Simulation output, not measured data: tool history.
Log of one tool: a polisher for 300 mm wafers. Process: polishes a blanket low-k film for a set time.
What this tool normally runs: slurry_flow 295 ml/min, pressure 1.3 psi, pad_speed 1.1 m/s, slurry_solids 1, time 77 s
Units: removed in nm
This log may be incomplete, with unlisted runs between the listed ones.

run,hour,slurry_flow,pressure,pad_speed,slurry_solids,time,"incoming thickness of the incoming film, nm",removed
1,0,295,1.3,1.1,1,77,653.6,17.5
2,9.1,295,1.3,1.1,1,63,650,14.4
# hour 22: worn pad replaced by a new one
3,42.9,295,1.3,1.1,1,63,646,13.9
4,57.6,295,1.3,1.1,1,63,641.1,14
5,63.8,295,1.3,1.1,1,77,640.9,17.3
6,81.4,295,1.3,1.1,1,77,647,17.1
7,91.3,295,1.3,1.1,1,77,660,17.1
# hour 110.8: worn pad replaced by a new one
8,111.3,295,1.5,1.38,1,77,661,22.8
9,124,295,1.5,1.38,1,77,641.6,22
10,139.5,295,1.5,1.38,1,77,646.7,22.1
11,147.9,295,1.3,1.1,1,54,651.4,11.5
# hour 154.8: slurry nozzle cleaned
12,155.6,295,1.3,1.1,1,77,655.4,16.6
# hour 163.5: conditioning disc replaced and pad reconditioned
# hour 163.9: slurry blender recalibrated
13,164.6,295,1,1.1,1.25,59,657.8,12.2
14,170.9,295,1.3,1.1,1,77,650.9,18.8
# hour 178.1: head pressure recalibrated
15,186,295,1.3,0.84,1,77,659.5,15.1
# hour 196.9: worn pad replaced by a new one
16,198.5,190,1.3,1.1,1,77,653,17.3
17,215.6,295,1.3,1.1,0.8,89,646.9,18.7
18,230.6,195,1.3,1.1,1.25,77,639.2,19.2
19,248.1,295,1.3,1.34,1,77,652.7,21.1
20,261.5,295,1.1,1.1,1,77,660.3,15.2
21,268.8,350,1.5,0.8,0.75,77,654.9,13.9

Each run again, without the hidden state but with its own random variation kept:
Hidden conditions of the tool in this case: removal rate lost through wear of the pad, %; slurry flow missing at the pad, %; deviation of the head's pressure from its setpoint, %; abrasive missing from the slurry, %; time polished since the conditioner stopped cutting, s.
run,removed
1,18.9
2,15.6
3,15.3
4,15.4
5,19.1
6,19
7,19.1
8,26.5
9,25.7
10,26
11,13.1
12,19
13,12.4
14,19.2
15,15.4
16,17.9
17,19.4
18,20
19,22.3
20,15.9
21,14.6

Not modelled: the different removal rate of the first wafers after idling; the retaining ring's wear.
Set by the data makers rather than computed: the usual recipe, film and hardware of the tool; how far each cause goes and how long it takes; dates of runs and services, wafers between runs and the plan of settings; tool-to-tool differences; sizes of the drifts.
